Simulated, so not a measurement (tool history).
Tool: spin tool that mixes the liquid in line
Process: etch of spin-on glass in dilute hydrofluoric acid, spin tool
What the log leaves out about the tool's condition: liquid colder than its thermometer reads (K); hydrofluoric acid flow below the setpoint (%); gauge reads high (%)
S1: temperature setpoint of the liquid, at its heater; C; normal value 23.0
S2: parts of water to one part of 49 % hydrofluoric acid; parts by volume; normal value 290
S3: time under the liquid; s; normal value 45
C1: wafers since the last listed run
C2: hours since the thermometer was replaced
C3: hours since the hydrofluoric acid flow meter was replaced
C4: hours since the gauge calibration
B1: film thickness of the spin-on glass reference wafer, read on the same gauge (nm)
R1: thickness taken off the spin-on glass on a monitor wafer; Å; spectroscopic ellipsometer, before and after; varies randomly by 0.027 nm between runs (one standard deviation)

Run 1, day 0.000: usual settings; C1 0; C2 2835.1; C3 1023.9; C4 6.0; B1 80.04. Result: R1 57.6 Å.
Run 2, day 0.288: usual settings; C1 120; C2 2842.0; C3 1030.8; C4 12.9; B1 80.06. Result: R1 56.9 Å.
Run 3, day 0.767: usual settings; C1 200; C2 2853.5; C3 1042.3; C4 24.4; B1 80.02. Result: R1 57.5 Å.
Run 4, day 1.192: usual settings but S3 55 s; C1 177; C2 2863.7; C3 1052.5; C4 34.6; B1 79.99. Result: R1 70.1 Å.
Run 5, day 1.779: usual settings; C1 245; C2 2877.8; C3 1066.6; C4 48.7; B1 79.99. Result: R1 57.1 Å.
Run 6, day 2.188: usual settings; C1 170; C2 2887.6; C3 1076.4; C4 58.5; B1 80.00. Result: R1 56.8 Å.
Run 7, day 2.688: usual settings; C1 209; C2 2899.6; C3 1088.4; C4 70.5; B1 80.00. Result: R1 56.8 Å.
Run 8, day 2.958: usual settings; C1 113; C2 2906.1; C3 1094.9; C4 77.0; B1 79.96. Result: R1 56.8 Å.
Run 9, day 3.700: usual settings but S1 27.5 C, S2 235 parts by volume; C1 310; C2 2923.9; C3 1112.7; C4 94.8; B1 80.01. Result: R1 86.8 Å.

The next listed run, before its measurement:
At day 3.721: gauge calibrated.
At day 4.196: thermometer replaced.
At day 4.733: hydrofluoric acid flow meter replaced.
Run 10, day 4.754: usual settings but S1 24.5 C, S3 70 s; C1 406; C2 13.4; C3 0.5; C4 24.8; B1 ?. Result: R1 ?.

Run 10 measured B1 80.03, R1 105.4 Å.
Take away the tool's hidden state, keep the run-to-run variation as it was, and the same run would have given R1 107.9 Å.

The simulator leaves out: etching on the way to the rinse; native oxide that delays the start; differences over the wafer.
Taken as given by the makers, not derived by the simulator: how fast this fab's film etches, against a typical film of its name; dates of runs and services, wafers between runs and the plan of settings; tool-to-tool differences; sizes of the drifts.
